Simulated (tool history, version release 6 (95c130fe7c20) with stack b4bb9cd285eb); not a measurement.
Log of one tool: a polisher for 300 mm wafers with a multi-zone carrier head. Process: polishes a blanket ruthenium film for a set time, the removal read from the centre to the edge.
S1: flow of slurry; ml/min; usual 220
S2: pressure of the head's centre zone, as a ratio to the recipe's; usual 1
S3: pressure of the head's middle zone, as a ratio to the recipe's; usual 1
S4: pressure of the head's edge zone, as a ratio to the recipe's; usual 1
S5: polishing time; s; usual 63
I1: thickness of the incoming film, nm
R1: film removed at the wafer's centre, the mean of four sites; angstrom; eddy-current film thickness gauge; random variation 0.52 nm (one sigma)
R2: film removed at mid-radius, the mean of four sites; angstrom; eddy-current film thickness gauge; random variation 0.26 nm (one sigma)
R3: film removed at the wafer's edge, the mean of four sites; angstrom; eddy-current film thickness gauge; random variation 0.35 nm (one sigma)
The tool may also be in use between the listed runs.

{"run": 1, "hour": 0.0, "S1": 220, "S2": 1, "S3": 1, "S4": 1, "S5": 63, "I1": 601, "R1": 393, "R2": 386, "R3": 380}
{"run": 2, "hour": 49.5, "S1": 220, "S2": 1, "S3": 1, "S4": 1, "S5": 54, "I1": 587.2, "R1": 338, "R2": 323, "R3": 320}
{"run": 3, "hour": 96.9, "S1": 220, "S2": 1, "S3": 0.89, "S4": 1.06, "S5": 45, "I1": 602.4, "R1": 272, "R2": 240, "R3": 269}
{"hour": 133.3, "done": "worn pad replaced by a new one"}
{"run": 4, "hour": 150.0, "S1": 200, "S2": 1.03, "S3": 1, "S4": 1, "S5": 63, "I1": 591.1, "R1": 416, "R2": 388, "R3": 388}
{"run": 5, "hour": 189.0, "S1": 170, "S2": 1, "S3": 1, "S4": 0.89, "S5": 73, "I1": 590.2, "R1": 462, "R2": 438, "R3": 416}
{"hour": 191.3, "done": "edge zone pressure recalibrated"}
{"run": 6, "hour": 221.2, "S1": 280, "S2": 1, "S3": 0.88, "S4": 0.96, "S5": 69, "I1": 587.2, "R1": 467, "R2": 405, "R3": 431}
{"hour": 237.9, "done": "slurry nozzle cleaned"}
{"run": 7, "hour": 291.3, "S1": 220, "S2": 0.92, "S3": 1, "S4": 1, "S5": 53, "I1": 597.9, "R1": 319, "R2": 326, "R3": 330}
{"run": 8, "hour": 321.2, "S1": 220, "S2": 1, "S3": 1, "S4": 1, "S5": 63, "I1": 580.2, "R1": 412, "R2": 391, "R3": 387}
{"hour": 353.9, "done": "carrier head's membrane replaced by a new one"}
{"run": 9, "hour": 376.9, "S1": 220, "S2": 0.88, "S3": 1, "S4": 1.1, "S5": 51, "I1": 590.6, "R1": 290, "R2": 311, "R3": 319}
{"run": 10, "hour": 401.8, "S1": 165, "S2": 1, "S3": 0.9, "S4": 1, "S5": 63, "I1": 586, "R1": 381, "R2": 334, "R3": 365}
{"run": 11, "hour": 431.1, "S1": 255, "S2": 1, "S3": 0.9, "S4": 1, "S5": 63, "I1": 578.8, "R1": 410, "R2": 352, "R3": 379}
{"run": 12, "hour": 470.2, "S1": 220, "S2": 1, "S3": 1.09, "S4": 1.07, "S5": 75, "I1": 593.5, "R1": 483, "R2": 470, "R3": 454}
{"run": 13, "hour": 536.7, "S1": 220, "S2": 1, "S3": 1, "S4": 1, "S5": 63, "I1": 593, "R1": 382, "R2": 362, "R3": 361}
{"run": 14, "hour": 588.4, "S1": 280, "S2": 1, "S3": 0.88, "S4": 0.96, "S5": 69, "I1": 594.1, "R1": 430, "R2": 359, "R3": 380}
{"run": 15, "hour": 636.1, "S1": 220, "S2": 1.1, "S3": 1, "S4": 1.05, "S5": 71, "I1": 588.4, "R1": 468, "R2": 381, "R3": 388}
{"hour": 668.1, "done": "worn pad replaced by a new one"}
{"run": 16, "hour": 720.7, "S1": 220, "S2": 1.06, "S3": 1.11, "S4": 1, "S5": 51, "I1": 600.3, "R1": 374, "R2": 340, "R3": 315}
{"hour": 733.2, "done": "centre zone pressure recalibrated"}
{"run": 17, "hour": 790.5, "S1": 220, "S2": 1.06, "S3": 1, "S4": 1, "S5": 63, "I1": 580.6, "R1": 415, "R2": 384, "R3": 379}
{"run": 18, "hour": 820.1, "S1": 220, "S2": 1.05, "S3": 1, "S4": 1, "S5": 72, "I1": 582.3, "R1": 454, "R2": 443, "R3": 432}
{"hour": 842.9, "done": "slurry nozzle cleaned"}
{"run": 19, "hour": 870.7, "S1": 220, "S2": 1, "S3": 1, "S4": 1, "S5": 63, "I1": 593.8, "R1": 389, "R2": 383, "R3": 379}
{"run": 20, "hour": 917.8, "S1": 200, "S2": 1, "S3": 1, "S4": 1, "S5": 63, "I1": 590.5, "R1": 375, "R2": 371, "R3": 364}
{"run": 21, "hour": 968.1, "S1": 220, "S2": 1, "S3": 1, "S4": 1, "S5": 77, "I1": 596.2, "R1": 447, "R2": 454, "R3": 451}
{"run": 22, "hour": 1009.8, "S1": 220, "S2": 0.96, "S3": 1, "S4": 1, "S5": 44, "I1": 599.8, "R1": 246, "R2": 257, "R3": 252}
{"run": 23, "hour": 1056.2, "S1": 220, "S2": 0.94, "S3": 0.95, "S4": 1, "S5": 63, "I1": 597.2, "R1": 343, "R2": 344, "R3": 356}

3 ways to go on from here, each from the tool as it stands after run 23. What would each give?
{"run": "A", "hour": 1056.6, "S1": 220, "S2": 1, "S3": 1, "S4": 0.9, "S5": 63, "I1": 593.2, "R1": "?", "R2": "?", "R3": "?"}
{"run": "B", "hour": 1056.6, "S1": 220, "S2": 1, "S3": 1, "S4": 1.07, "S5": 63, "I1": 593.2, "R1": "?", "R2": "?", "R3": "?"}
{"run": "C", "hour": 1056.6, "S1": 220, "S2": 1.04, "S3": 1, "S4": 0.9, "S5": 49, "I1": 593.2, "R1": "?", "R2": "?", "R3": "?"}

run=A R1=367 R2=362 R3=336
run=B R1=367 R2=362 R3=365
run=C R1=297 R2=282 R3=261
Without the tool's hidden state the same runs would have given:
run=A R1=406 R2=400 R3=371
run=B R1=406 R2=400 R3=403
run=C R1=329 R2=311 R3=288

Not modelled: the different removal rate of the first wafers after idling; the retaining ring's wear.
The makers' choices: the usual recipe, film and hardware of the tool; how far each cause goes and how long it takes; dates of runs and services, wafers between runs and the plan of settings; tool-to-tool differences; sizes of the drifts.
